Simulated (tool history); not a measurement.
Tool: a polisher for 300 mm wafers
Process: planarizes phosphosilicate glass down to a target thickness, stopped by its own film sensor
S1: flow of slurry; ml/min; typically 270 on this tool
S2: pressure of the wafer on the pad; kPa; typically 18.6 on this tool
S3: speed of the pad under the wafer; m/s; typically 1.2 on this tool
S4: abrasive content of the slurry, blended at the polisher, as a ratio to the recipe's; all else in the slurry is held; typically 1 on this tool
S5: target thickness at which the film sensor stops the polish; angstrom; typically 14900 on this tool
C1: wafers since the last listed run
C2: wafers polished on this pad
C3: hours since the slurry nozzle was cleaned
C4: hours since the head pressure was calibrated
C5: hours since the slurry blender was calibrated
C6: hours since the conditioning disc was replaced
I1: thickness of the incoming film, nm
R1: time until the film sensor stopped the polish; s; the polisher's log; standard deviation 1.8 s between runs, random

run	hour	S1	S2	S3	S4	S5	C1	C2	C3	C4	C5	C6	I1	R1
1	0	270	18.6	1.2	1	14900	0	1124	452.9	452.7	157.3	31	2199.9	111.2
# hour 4.3: slurry blender recalibrated
# hour 9.6: worn pad replaced by a new one
2	35.5	270	18.6	1.2	1	14900	265	232	488.4	488.2	31.2	66.5	2239.5	108.9
3	63.2	270	22.1	1.2	1	14900	249	482	516.1	515.9	58.9	94.2	2178.5	87.5
4	97.3	270	22.1	1.2	1	14900	306	788	550.2	550	93	128.3	2207.3	90.1
5	113.5	270	22.1	1.2	1	14900	145	934	566.4	566.2	109.2	144.5	2210.4	91.9
6	130.6	235	18.6	1.2	1	14900	153	1088	583.5	583.3	126.3	161.6	2164.2	103.6
# hour 145.4: conditioning disc replaced and pad reconditioned
# hour 147.1: worn pad replaced by a new one
# hour 154.6: slurry blender recalibrated
7	163.9	235	18.6	1.2	1	14900	248	132	616.8	616.6	9.3	18.5	2172.5	102.7
# hour 222.4: head pressure recalibrated
8	266.2	270	18.6	1.2	1	14900	902	1035	719.1	43.8	111.6	120.8	2195.6	107.9
# hour 289.1: worn pad replaced by a new one, of another model than before
9	297.2	200	18.6	1.2	1	17190	242	72	750.1	74.8	142.6	151.8	2212.6	86.6
# hour 313.5: slurry blender recalibrated
# hour 322.7: slurry nozzle cleaned
10	331.4	270	12.4	1.2	1	14900	280	353	8.7	109	17.9	186	2195	129.5
# hour 339.4: conditioning disc replaced and pad reconditioned
11	354.5	225	23.4	1.32	1	14100	189	543	31.8	132.1	41	15.1	2221.7	99.4
12	368.8	345	18.6	1.2	1	14900	128	671	46.1	146.4	55.3	29.4	2207.7	101.8
13	396.6	195	22.1	0.92	1	16000	250	921	73.9	174.2	83.1	57.2	2165.3	106.9
14	409.7	270	18.6	1.2	1	14900	117	1039	87	187.3	96.2	70.3	2189.4	100.5
# hour 426.6: worn pad replaced by a new one
15	427.1	230	22.1	1.56	1.25	14900	120	4	104.4	204.7	113.6	87.7	2227.3	75.3
16	440.4	270	22.1	1.04	0.8	12650	119	123	117.7	218	126.9	101	2172.3	152.3
17	465	270	18.6	1.2	0.9	14900	221	345	142.3	242.6	151.5	125.6	2188.8	111.6

Alternative continuations, all from the tool just after run 17; predict every row:
A	465.4	270	21.4	1.2	1	14900	3	348	142.7	243	151.9	126	2211.2	?
B	465.4	270	18.6	1.02	0.9	14900	3	348	142.7	243	151.9	126	2211.2	?
C	465.4	340	21.4	1.38	1.2	14900	3	348	142.7	243	151.9	126	2211.2	?
D	465.4	270	18.6	1.2	1.25	14900	3	348	142.7	243	151.9	126	2211.2	?

run	R1
A	101.7
B	131.7
C	81.3
D	100.1
With the hidden condition removed and each run's random variation left untouched, the same runs would have given:
run	R1
A	95.8
B	123.6
C	77
D	94.9
